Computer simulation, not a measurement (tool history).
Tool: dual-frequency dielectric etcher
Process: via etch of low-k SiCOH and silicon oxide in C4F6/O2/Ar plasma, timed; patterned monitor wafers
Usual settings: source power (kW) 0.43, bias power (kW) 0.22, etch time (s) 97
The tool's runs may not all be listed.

run	hour	source power (kW)	bias power (kW)	etch time (s)	wafers since the last listed run	hours since the last wet clean	hours since the last source power generator calibration	hours since the last bias power generator calibration	hours since the last upper electrode change	hours since the gauge calibration	read-back reference wafer on the same gauge, depth_nm	mean etch depth across the wafer (angstrom)
1	0	0.43	0.22	97	0	473.3	2160.3	4999.8	2514.4	24.1	266.9	3243
2	11.7	0.43	0.191	97	96	485	2172	5011.5	2526.1	35.8	267	3067
3	19	0.43	0.22	97	60	492.3	2179.3	5018.8	2533.4	43.1	267	3252
4	34.6	0.43	0.22	97	128	507.9	2194.9	5034.4	2549	58.7	267	3251
# hour 59.5: gauge calibrated
# hour 64.7: wet clean of the chamber
# hour 77.5: upper electrode replaced
5	78	0.43	0.22	97	54	13.3	2238.3	5077.8	0.5	18.5	266.9	3164
6	78.3	0.43	0.22	97	2	13.6	2238.6	5078.1	0.8	18.8	267	3164
7	78.6	0.43	0.22	107	2	13.9	2238.9	5078.4	1.1	19.1	267	3484
8	79	0.48	0.192	81.5	3	14.3	2239.3	5078.8	1.5	19.5	266.9	2622
9	84.9	0.5	0.24	105.5	48	20.2	2245.2	5084.7	7.4	25.4	267	3766
# hour 92.7: source power generator calibrated
10	93.2	0.34	0.201	106	35	28.5	0.5	5093	15.7	33.7	267	3039
11	98.8	0.43	0.22	97	46	34.1	6.1	5098.6	21.3	39.3	267.1	3165
# hour 112.1: bias power generator calibrated
12	112.6	0.43	0.22	97	80	47.9	19.9	0.5	35.1	53.1	267.1	3173
13	128.9	0.43	0.22	88	134	64.2	36.2	16.8	51.4	69.4	267.1	2876
# hour 141.9: gauge calibrated
14	142.2	0.5	0.271	79	109	77.5	49.5	30.1	64.7	0.3	267	2994

What the log doesn't show, run by run:
source power that arrives over what is set, %: 0 in every run
bias power that arrives over what is set, %: 0 in every run
gauge reads high (%): 0 in every run
H1: etch rate over this chamber's usual, %
run	H1
1	2.63
2	2.68
3	2.72
4	2.8
5	0.0127
6	0.0142
7	0.0157
8	0.0177
9	0.047
10	0.0882
11	0.116
12	0.185
13	0.265
14	0.331

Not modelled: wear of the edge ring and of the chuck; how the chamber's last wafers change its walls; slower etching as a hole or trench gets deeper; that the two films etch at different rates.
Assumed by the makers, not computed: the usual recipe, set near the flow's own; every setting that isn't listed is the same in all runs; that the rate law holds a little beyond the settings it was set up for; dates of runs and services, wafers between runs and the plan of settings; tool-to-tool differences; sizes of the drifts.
